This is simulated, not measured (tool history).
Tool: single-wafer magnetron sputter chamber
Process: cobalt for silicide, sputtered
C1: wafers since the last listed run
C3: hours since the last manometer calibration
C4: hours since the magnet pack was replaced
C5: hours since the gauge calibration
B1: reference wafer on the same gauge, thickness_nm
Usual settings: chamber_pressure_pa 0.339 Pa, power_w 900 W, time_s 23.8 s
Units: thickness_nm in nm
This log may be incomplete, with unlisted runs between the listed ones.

run 1 day=0.000 | chamber_pressure_pa=0.339 power_w=1100 time_s=20.0 | C1=0 wafers_on_the_sputter_target=13593 C3=385.9 C4=5734.4 C5=258.8 | B1=11.885 | thickness_nm=9.687
-- day=0.938 sputter target and shields replaced
run 2 day=1.179 | chamber_pressure_pa=0.339 power_w=1100 time_s=20.0 | C1=725 wafers_on_the_sputter_target=207 C3=414.2 C4=5762.7 C5=287.1 | B1=11.933 | thickness_nm=10.333
run 3 day=2.262 | chamber_pressure_pa=0.339 power_w=1100 time_s=20.0 | C1=929 wafers_on_the_sputter_target=1136 C3=440.2 C4=5788.7 C5=313.1 | B1=11.878 | thickness_nm=10.423
run 4 day=5.133 | chamber_pressure_pa=0.339 power_w=1050 time_s=23.8 | C1=2462 wafers_on_the_sputter_target=3599 C3=509.1 C4=5857.6 C5=382.0 | B1=11.880 | thickness_nm=11.640
run 5 day=7.662 | chamber_pressure_pa=0.339 power_w=1050 time_s=23.8 | C1=2169 wafers_on_the_sputter_target=5769 C3=569.8 C4=5918.3 C5=442.7 | B1=11.882 | thickness_nm=11.366
run 6 day=9.650 | chamber_pressure_pa=0.339 power_w=1050 time_s=23.8 | C1=1705 wafers_on_the_sputter_target=7474 C3=617.5 C4=5966.0 C5=490.4 | B1=11.877 | thickness_nm=11.371
run 7 day=11.633 | chamber_pressure_pa=0.339 power_w=900 time_s=23.8 | C1=1701 wafers_on_the_sputter_target=9175 C3=665.1 C4=6013.6 C5=538.0 | B1=11.913 | thickness_nm=9.816
run 8 day=14.000 | chamber_pressure_pa=0.339 power_w=900 time_s=23.8 | C1=2030 wafers_on_the_sputter_target=11206 C3=721.9 C4=6070.4 C5=594.8 | B1=11.921 | thickness_nm=9.616
run 9 day=16.758 | chamber_pressure_pa=0.339 power_w=900 time_s=23.8 | C1=2366 wafers_on_the_sputter_target=13572 C3=788.1 C4=6136.6 C5=661.0 | B1=11.896 | thickness_nm=9.598
-- day=19.750 sputter target and shields replaced
run 10 day=19.771 | chamber_pressure_pa=0.339 power_w=900 time_s=23.8 | C1=2298 wafers_on_the_sputter_target=17 C3=860.4 C4=6208.9 C5=733.3 | B1=11.885 | thickness_nm=10.205
run 11 day=22.175 | chamber_pressure_pa=0.339 power_w=1000 time_s=23.8 | C1=2062 wafers_on_the_sputter_target=2079 C3=918.1 C4=6266.6 C5=791.0 | B1=11.923 | thickness_nm=11.245
-- day=24.621 capacitance manometer re-zeroed and calibrated
run 12 day=24.642 | chamber_pressure_pa=0.339 power_w=1000 time_s=23.8 | C1=1830 wafers_on_the_sputter_target=3910 C3=0.5 C4=6325.8 C5=850.2 | B1=11.903 | thickness_nm=11.059
run 13 day=25.704 | chamber_pressure_pa=0.339 power_w=1000 time_s=23.8 | C1=911 wafers_on_the_sputter_target=4821 C3=26.0 C4=6351.3 C5=875.7 | B1=11.884 | thickness_nm=11.058
run 14 day=26.721 | chamber_pressure_pa=0.339 power_w=900 time_s=23.8 | C1=872 wafers_on_the_sputter_target=5693 C3=50.4 C4=6375.7 C5=900.1 | B1=11.883 | thickness_nm=9.933
run 15 day=29.117 | chamber_pressure_pa=0.339 power_w=900 time_s=23.8 | C1=2055 wafers_on_the_sputter_target=7749 C3=107.9 C4=6433.2 C5=957.6 | B1=11.908 | thickness_nm=9.929
run 16 day=31.283 | chamber_pressure_pa=0.339 power_w=900 time_s=23.8 | C1=1858 wafers_on_the_sputter_target=9608 C3=159.9 C4=6485.2 C5=1009.6 | B1=11.908 | thickness_nm=9.783
-- day=33.571 magnet pack replaced
run 17 day=33.667 | chamber_pressure_pa=0.290 power_w=900 time_s=26.1 | C1=1758 wafers_on_the_sputter_target=11366 C3=217.1 C4=2.3 C5=1066.8 | B1=11.913 | thickness_nm=10.776
run 18 day=35.575 | chamber_pressure_pa=0.221 power_w=700 time_s=28.4 | C1=1637 wafers_on_the_sputter_target=13003 C3=262.9 C4=48.1 C5=1112.6 | B1=11.914 | thickness_nm=9.290

Run 19 is up next; what results do you expect?
-- day=36.571 sputter target and shields replaced
run 19 day=37.121 | chamber_pressure_pa=0.339 power_w=900 time_s=27.8 | C1=1040 wafers_on_the_sputter_target=471 C3=300.0 C4=85.2 C5=1149.7 | B1=? | thickness_nm=?

B1: 11.871
thickness_nm: 11.829 nm
With the hidden condition absent and the run-to-run variation left alone, this run would have shown thickness_nm 11.956 nm.
